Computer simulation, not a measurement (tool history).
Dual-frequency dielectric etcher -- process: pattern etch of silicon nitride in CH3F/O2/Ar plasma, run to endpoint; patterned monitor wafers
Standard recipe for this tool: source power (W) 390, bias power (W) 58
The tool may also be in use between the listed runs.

| run | hour | source power (W) | bias power (W) | incoming incoming film thickness, nm | endpoint time (s) |
|---|---|---|---|---|---|
| 1 | 0.0 | 390 | 58 | 55.9 | 86.0 |
|  | 7.7 | wet clean of the chamber |
| 2 | 46.0 | 390 | 58 | 55.7 | 88.8 |
| 3 | 99.3 | 390 | 58 | 55.7 | 88.4 |
| 4 | 131.5 | 390 | 58 | 55.8 | 87.9 |
| 5 | 193.9 | 330 | 58 | 56.1 | 95.1 |
| 6 | 238.4 | 330 | 58 | 56.5 | 96.2 |
| 7 | 447.3 | 320 | 63 | 56.0 | 92.8 |
| 8 | 512.9 | 320 | 63 | 56.7 | 93.1 |
| 9 | 545.6 | 320 | 63 | 56.3 | 92.7 |
|  | 556.6 | source power generator calibrated |
|  | 575.2 | wet clean of the chamber |
| 10 | 588.1 | 390 | 58 | 55.9 | 89.1 |
| 11 | 644.8 | 390 | 58 | 55.8 | 88.2 |
| 12 | 712.4 | 390 | 58 | 55.9 | 87.9 |
| 13 | 759.4 | 390 | 58 | 56.2 | 87.3 |
|  | 787.1 | upper electrode replaced |
| 14 | 787.6 | 390 | 58 | 55.9 | 87.2 |
| 15 | 814.2 | 450 | 48 | 56.0 | 86.5 |
| 16 | 858.3 | 390 | 58 | 56.1 | 87.5 |
| 17 | 955.7 | 330 | 51 | 56.3 | 97.9 |
| 18 | 992.5 | 390 | 58 | 56.3 | 86.9 |
| 19 | 1037.2 | 360 | 64 | 56.5 | 87.0 |
|  | 1070.9 | wet clean of the chamber |
|  | 1080.9 | bias power generator calibrated |
| 20 | 1096.1 | 420 | 69 | 55.6 | 80.9 |
| 21 | 1132.1 | 350 | 58 | 56.0 | 93.8 |
| 22 | 1169.0 | 480 | 53 | 56.0 | 83.2 |
| 23 | 1197.8 | 300 | 48 | 55.9 | 106.8 |
| 24 | 1242.9 | 320 | 66 | 55.4 | 92.5 |
| 25 | 1281.5 | 390 | 64 | 56.2 | 86.3 |
| 26 | 1330.3 | 470 | 45 | 55.8 | 86.4 |
| 27 | 1397.8 | 390 | 58 | 55.9 | 87.1 |
| 28 | 1451.2 | 450 | 58 | 56.4 | 82.2 |

3 ways to go on from here, each from the tool as it stands after run 28. What would each give?
| A | 1451.6 | 390 | 58 | 55.7 | ? |
| B | 1451.6 | 330 | 52 | 55.7 | ? |
| C | 1451.6 | 450 | 50 | 55.7 | ? |

| run | endpoint time (s) |
|---|---|
| A | 86.8 |
| B | 97.3 |
| C | 85.0 |
Without the tool's unlogged condition, the same runs would have read:
| run | endpoint time (s) |
|---|---|
| A | 89.1 |
| B | 99.9 |
| C | 87.3 |
